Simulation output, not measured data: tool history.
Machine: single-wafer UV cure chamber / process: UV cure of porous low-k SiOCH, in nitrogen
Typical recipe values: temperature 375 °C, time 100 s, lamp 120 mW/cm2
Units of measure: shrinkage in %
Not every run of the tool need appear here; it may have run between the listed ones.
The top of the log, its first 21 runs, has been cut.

| run | hour | temperature | time | lamp | wafers since the last listed run | hours since the UV bulbs were replaced | wafers since the quartz window was cleaned | shrinkage |
|---|---|---|---|---|---|---|---|---|
| 22 | 353 | 393 | 160 | 152 | 90 | 63.5 | 94 | 12.423 |
| 23 | 359.7 | 375 | 55 | 120 | 40 | 70.2 | 134 | 6.524 |
| 24 | 368.2 | 375 | 100 | 120 | 51 | 78.7 | 185 | 8.99 |
| 25 | 385.6 | 392 | 100 | 120 | 104 | 96.1 | 290 | 9.307 |
| 26 | 393.6 | 375 | 100 | 120 | 48 | 104.1 | 338 | 9.066 |
| 27 | 400.3 | 360 | 155 | 137 | 40 | 110.8 | 379 | 11.437 |
| 28 | 414.9 | 375 | 100 | 120 | 87 | 125.4 | 467 | 8.81 |
| 29 | 431.1 | 375 | 100 | 81 | 97 | 141.6 | 564 | 7.313 |
| 30 | 445.3 | 375 | 80 | 152 | 85 | 155.8 | 650 | 8.747 |

For run 31, what comes out?
| 31 | 454.3 | 357 | 125 | 132 | 54 | 164.8 | 704 | ? |

For run 31 the tool returned shrinkage 9.73 %.
Minus the tool's unlogged condition, the same run would have read shrinkage 9.73 %.

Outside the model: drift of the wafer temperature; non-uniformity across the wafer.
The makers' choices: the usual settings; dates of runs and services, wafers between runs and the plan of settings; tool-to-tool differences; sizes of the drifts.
